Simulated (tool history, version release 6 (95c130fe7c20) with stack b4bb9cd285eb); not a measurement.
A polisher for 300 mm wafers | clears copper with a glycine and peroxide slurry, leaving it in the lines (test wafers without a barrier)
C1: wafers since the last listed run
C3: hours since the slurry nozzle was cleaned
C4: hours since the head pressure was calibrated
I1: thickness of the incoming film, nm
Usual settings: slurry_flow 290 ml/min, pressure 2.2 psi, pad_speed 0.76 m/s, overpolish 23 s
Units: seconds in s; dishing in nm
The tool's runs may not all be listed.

run 1 hour=0 | slurry_flow=290 pressure=2.2 pad_speed=0.76 overpolish=23 | C1=0 wafers_polished_on_this_pad=1405 C3=115.2 C4=177.7 | I1=534 | seconds=160 dishing=49.5
-- hour=29.2 worn pad replaced by a new one
run 2 hour=44.6 | slurry_flow=290 pressure=2.2 pad_speed=0.76 overpolish=23 | C1=323 wafers_polished_on_this_pad=122 C3=159.8 C4=222.3 | I1=533.6 | seconds=159.2 dishing=49.2
run 3 hour=74.7 | slurry_flow=290 pressure=2.2 pad_speed=0.76 overpolish=23 | C1=239 wafers_polished_on_this_pad=362 C3=189.9 C4=252.4 | I1=531.6 | seconds=161.9 dishing=49.9
-- hour=153.5 slurry nozzle cleaned
run 4 hour=179.5 | slurry_flow=290 pressure=2.2 pad_speed=0.76 overpolish=23 | C1=826 wafers_polished_on_this_pad=1188 C3=26 C4=357.2 | I1=532.2 | seconds=169.6 dishing=46.7
-- hour=208.2 worn pad replaced by a new one
run 5 hour=249.6 | slurry_flow=245 pressure=2.2 pad_speed=0.76 overpolish=23 | C1=526 wafers_polished_on_this_pad=329 C3=96.1 C4=427.3 | I1=531.9 | seconds=176.7 dishing=45.5
run 6 hour=278.9 | slurry_flow=245 pressure=2.2 pad_speed=0.76 overpolish=23 | C1=233 wafers_polished_on_this_pad=562 C3=125.4 C4=456.6 | I1=539 | seconds=180 dishing=45
run 7 hour=316.7 | slurry_flow=290 pressure=2.2 pad_speed=0.76 overpolish=23 | C1=300 wafers_polished_on_this_pad=863 C3=163.2 C4=494.4 | I1=523.7 | seconds=171.4 dishing=45.8
-- hour=365.9 slurry nozzle cleaned, repeated, since the last time left the tool worse
run 8 hour=387.3 | slurry_flow=290 pressure=2.2 pad_speed=0.76 overpolish=23 | C1=553 wafers_polished_on_this_pad=1417 C3=21.4 C4=565 | I1=524.4 | seconds=157.5 dishing=50.1
-- hour=409.8 worn pad replaced by a new one
run 9 hour=453.2 | slurry_flow=350 pressure=2.2 pad_speed=0.76 overpolish=23 | C1=492 wafers_polished_on_this_pad=345 C3=87.3 C4=630.9 | I1=533.5 | seconds=154.4 dishing=51.1
run 10 hour=508.3 | slurry_flow=290 pressure=2.2 pad_speed=0.76 overpolish=23 | C1=438 wafers_polished_on_this_pad=784 C3=142.4 C4=686 | I1=540.8 | seconds=164.5 dishing=50.4
-- hour=569.5 worn pad replaced by a new one
run 11 hour=574.5 | slurry_flow=290 pressure=2.2 pad_speed=0.76 overpolish=23 | C1=495 wafers_polished_on_this_pad=39 C3=208.6 C4=752.2 | I1=519.7 | seconds=159.9 dishing=51
-- hour=584.1 slurry nozzle cleaned
-- hour=626.2 head pressure recalibrated
run 12 hour=632.5 | slurry_flow=335 pressure=2.2 pad_speed=0.76 overpolish=23 | C1=437 wafers_polished_on_this_pad=477 C3=48.4 C4=6.3 | I1=540.3 | seconds=161.2 dishing=51.8
run 13 hour=681.2 | slurry_flow=260 pressure=2.7 pad_speed=0.98 overpolish=33 | C1=387 wafers_polished_on_this_pad=865 C3=97.1 C4=55 | I1=529.5 | seconds=118.7 dishing=81.8
run 14 hour=719.1 | slurry_flow=290 pressure=1.4 pad_speed=0.76 overpolish=19 | C1=301 wafers_polished_on_this_pad=1166 C3=135 C4=92.9 | I1=530.2 | seconds=192.4 dishing=34.8
-- hour=740.4 worn pad replaced by a new one
run 15 hour=744.1 | slurry_flow=345 pressure=2.2 pad_speed=0.62 overpolish=23 | C1=167 wafers_polished_on_this_pad=29 C3=160 C4=117.9 | I1=522.8 | seconds=180.3 dishing=44.5
run 16 hour=849.1 | slurry_flow=290 pressure=2.5 pad_speed=0.98 overpolish=23 | C1=835 wafers_polished_on_this_pad=865 C3=265 C4=222.9 | I1=527.5 | seconds=125.8 dishing=58
-- hour=853.2 slurry nozzle cleaned
run 17 hour=893.4 | slurry_flow=330 pressure=2.5 pad_speed=0.76 overpolish=23 | C1=344 wafers_polished_on_this_pad=1210 C3=40.2 C4=267.2 | I1=529.5 | seconds=147.3 dishing=53
run 18 hour=929.4 | slurry_flow=290 pressure=1.7 pad_speed=0.88 overpolish=14 | C1=286 wafers_polished_on_this_pad=1496 C3=76.2 C4=303.2 | I1=522.6 | seconds=160.3 dishing=30.9

Forecast each of these 4 alternatives for the next run:
run A hour=929.9 | slurry_flow=290 pressure=2.2 pad_speed=0.76 overpolish=28 | C1=3 wafers_polished_on_this_pad=1500 C3=76.7 C4=303.7 | I1=529.2 | seconds=? dishing=?
run B hour=929.9 | slurry_flow=205 pressure=2.2 pad_speed=0.62 overpolish=18 | C1=3 wafers_polished_on_this_pad=1500 C3=76.7 C4=303.7 | I1=529.2 | seconds=? dishing=?
run C hour=929.9 | slurry_flow=345 pressure=1.8 pad_speed=0.76 overpolish=23 | C1=3 wafers_polished_on_this_pad=1500 C3=76.7 C4=303.7 | I1=529.2 | seconds=? dishing=?
run D hour=929.9 | slurry_flow=325 pressure=2.9 pad_speed=0.86 overpolish=11 | C1=3 wafers_polished_on_this_pad=1500 C3=76.7 C4=303.7 | I1=529.2 | seconds=? dishing=?

run=A seconds=157.8 dishing=58.2
run=B seconds=189.7 dishing=34.4
run=C seconds=170 dishing=46.4
run=D seconds=123.4 dishing=32.3
Without the tool's hidden state the same runs would have given:
run=A seconds=157.3 dishing=58.3
run=B seconds=188.8 dishing=34.5
run=C seconds=169.5 dishing=46.5
run=D seconds=123 dishing=32.4
